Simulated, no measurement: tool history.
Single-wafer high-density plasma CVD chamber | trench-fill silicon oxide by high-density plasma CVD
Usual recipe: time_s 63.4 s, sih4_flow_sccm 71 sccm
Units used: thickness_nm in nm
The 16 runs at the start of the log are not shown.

run   hour  time_s  sih4_flow_sccm  read-back reference wafer on the same gauge, thickness_nm  thickness_nm
     364.3  -- silane flow controller replaced
 17  371.6    63.4              71                                                    446.957        466.18
 18  390.2    63.4              82                                                    446.705       536.643
 19  408.5    52.3              80                                                    447.233       434.581
 20    435    58.6              61                                                    447.291       370.426
 21    466    63.4              71                                                    446.956       465.553
 22  480.1    51.1              67                                                    447.048        354.67
 23  500.8    51.9              63                                                    446.669       338.541
     514.6  -- gauge calibrated
     521.4  -- silane flow controller replaced, repeated, since the last time left the tool worse
 24  529.4    75.2              80                                                    446.868       575.694
 25  549.5    74.9              65                                                    447.057       464.864
 26  562.1    52.7              64                                                    447.174       323.086
 27  580.6    70.1              64                                                     447.04       431.593
 28  596.2    70.8              71                                                    447.089       480.299
 29  613.5    63.4              60                                                    447.135       365.671
 30  632.7    63.4              71                                                    447.043       431.906
 31  653.4    63.4              65                                                    446.994       395.192
 32  667.3    68.6              81                                                    447.082       529.893
 33  691.6    63.4              64                                                    446.886       389.262
 34  704.6    63.4              71                                                    447.141       434.585
 35  720.1    63.4              71                                                    446.963       431.956

4 options for the next run, each taken on its own from the tool as it stands now. Forecast them:
  A  720.5    63.4              66                                                          ?             ?
  B  720.5    69.2              63                                                          ?             ?
  C  720.5    56.1              78                                                          ?             ?
  D  720.5    63.4              81                                                          ?             ?

run  read-back reference wafer on the same gauge, thickness_nm  thickness_nm
  A                                                    447.373       401.273
  B                                                    447.373       418.074
  C                                                    447.373       419.627
  D                                                    447.373       492.471
Without the tool's hidden state the same runs would have given:
run  thickness_nm
  A       402.632
  B        419.49
  C       421.049
  D        494.14

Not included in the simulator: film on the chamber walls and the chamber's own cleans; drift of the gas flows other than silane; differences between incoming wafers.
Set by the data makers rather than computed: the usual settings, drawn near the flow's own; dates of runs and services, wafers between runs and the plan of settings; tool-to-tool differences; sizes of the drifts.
